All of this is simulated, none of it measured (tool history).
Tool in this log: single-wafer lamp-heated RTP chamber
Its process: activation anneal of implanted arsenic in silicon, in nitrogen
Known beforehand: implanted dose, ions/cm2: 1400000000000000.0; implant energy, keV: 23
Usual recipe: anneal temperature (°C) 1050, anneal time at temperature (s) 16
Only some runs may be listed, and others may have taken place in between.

run   hour  anneal temperature (°C)  anneal time at temperature (s)  wafers since the last listed run  wafers since the last pyrometer calibration  wafers since the reflector plate was cleaned  hours since the gauge calibration  read-back reference wafer on the same gauge, sheet resistance  sheet resistance of the implanted and annealed layer (ohm/square)
  1    0.0                     1050                              16                                 0                                          863                                          2163                              425.5                                                          96.93                                                             110.69
  2   14.7                     1050                              16                               279                                         1142                                          2442                              440.2                                                          96.93                                                             110.19
  3   29.2                     1050                              16                               275                                         1418                                          2717                              454.7                                                          97.04                                                             110.41
  4   46.8                     1050                              16                               334                                         1752                                          3051                              472.3                                                          97.06                                                             109.75
  5   56.7                     1050                              16                               187                                         1940                                          3239                              482.2                                                          96.97                                                             109.65
  6   67.4                     1050                              16                               203                                         2143                                          3442                              492.9                                                          96.95                                                             109.66
  7   75.7                     1050                              16                               157                                         2300                                          3600                              501.2                                                          97.01                                                             109.65
  8   92.9                     1050                              16                               326                                         2627                                          3927                              518.4                                                          96.96                                                             109.96
     102.1  -- pyrometer window cleaned and pyrometer calibrated
     103.8  -- reflector plate cleaned
  9  107.2                     1050                              16                                87                                           65                                            65                              532.7                                                          96.99                                                             111.99
 10  116.3                     1050                              16                               172                                          238                                           238                              541.8                                                          97.04                                                             111.82
 11  131.0                     1050                              16                               279                                          517                                           517                              556.5                                                          96.94                                                             111.21
 12  145.5                     1050                               9                               275                                          792                                           792                              571.0                                                          96.95                                                             117.87
 13  156.3                     1039                              19                               205                                          997                                           997                              581.8                                                          97.01                                                             111.70
 14  173.3                     1050                              16                               322                                         1320                                          1320                              598.8                                                          97.02                                                             110.12
 15  190.2                     1050                              16                               320                                         1641                                          1641                              615.7                                                          96.97                                                             109.96
 16  199.9                     1021                              16                               184                                         1825                                          1825                              625.4                                                          97.07                                                             118.69
 17  213.8                     1033                              25                               263                                         2089                                          2089                              639.3                                                          96.98                                                             109.20
 18  228.8                     1042                              11                               284                                         2373                                          2373                              654.3                                                          96.96                                                             116.68
 19  243.1                     1050                               8                               271                                         2645                                          2645                              668.6                                                          96.99                                                             118.53
     251.2  -- pyrometer window cleaned and pyrometer calibrated
 20  254.5                     1050                              16                                64                                           62                                          2709                              680.0                                                          97.02                                                             112.12
 21  272.2                     1036                              19                               336                                          398                                          3045                              697.7                                                          97.04                                                             113.57
     281.3  -- gauge calibrated
 22  286.1                     1037                              10                               263                                          662                                          3309                                4.8                                                          96.93                                                             120.84
 23  300.0                     1050                              16                               263                                          926                                          3573                               18.7                                                          96.98                                                             110.61
 24  306.4                     1071                               8                               121                                         1048                                          3695                               25.1                                                          97.04                                                             112.93
     322.6  -- reflector plate cleaned
 25  323.1                     1068                              20                               165                                         1213                                            10                               41.8                                                          96.94                                                             103.02
 26  327.8                     1050                              16                                89                                         1302                                            99                               46.5                                                          97.02                                                             110.63
 27  344.1                     1038                              22                               309                                         1611                                           408                               62.8                                                          97.05                                                             109.57
 28  359.5                     1074                               9                               292                                         1904                                           701                               78.2                                                          97.05                                                             110.57
 29  377.1                     1073                              20                               334                                         2238                                          1035                               95.8                                                          97.01                                                             101.00
 30  385.9                     1050                              16                               167                                         2405                                          1202                              104.6                                                          96.97                                                             110.14
 31  402.6                     1050                              16                               317                                         2722                                          1519                              121.3                                                          97.03                                                             109.96
     419.5  -- pyrometer window cleaned and pyrometer calibrated
 32  420.0                     1026                              19                               178                                            8                                          1697                              138.7                                                          97.01                                                             117.67
 33  431.9                     1050                              16                               225                                          234                                          1923                              150.6                                                          97.05                                                             111.43
 34  446.0                     1050                              16                               267                                          502                                          2191                              164.7                                                          96.97                                                             111.37
 35  452.4                     1022                              12                               121                                          623                                          2312                              171.1                                                          97.03                                                             122.94
 36  462.0                     1021                              18                               182                                          806                                          2495                              180.7                                                          96.98                                                             118.52

Each run again, without the hidden state but with its own random variation kept:
The tool's hidden condition here consists of: true wafer temperature minus pyrometer reading, K; wafer temperature error from the tarnished reflector plate, K; gauge reads high (%).
run  sheet resistance of the implanted and annealed layer (ohm/square)
  1                                                             112.46
  2                                                             112.23
  3                                                             112.66
  4                                                             112.17
  5                                                             112.15
  6                                                             112.23
  7                                                             112.26
  8                                                             112.65
  9                                                             112.49
 10                                                             112.71
 11                                                             112.60
 12                                                             119.62
 13                                                             113.73
 14                                                             112.36
 15                                                             112.39
 16                                                             121.45
 17                                                             111.90
 18                                                             119.41
 19                                                             121.22
 20                                                             112.42
 21                                                             114.63
 22                                                             122.34
 23                                                             112.38
 24                                                             114.66
 25                                                             104.99
 26                                                             112.84
 27                                                             111.98
 28                                                             112.85
 29                                                             103.28
 30                                                             112.75
 31                                                             112.62
 32                                                             117.87
 33                                                             112.16
 34                                                             112.60
 35                                                             124.49
 36                                                             120.36

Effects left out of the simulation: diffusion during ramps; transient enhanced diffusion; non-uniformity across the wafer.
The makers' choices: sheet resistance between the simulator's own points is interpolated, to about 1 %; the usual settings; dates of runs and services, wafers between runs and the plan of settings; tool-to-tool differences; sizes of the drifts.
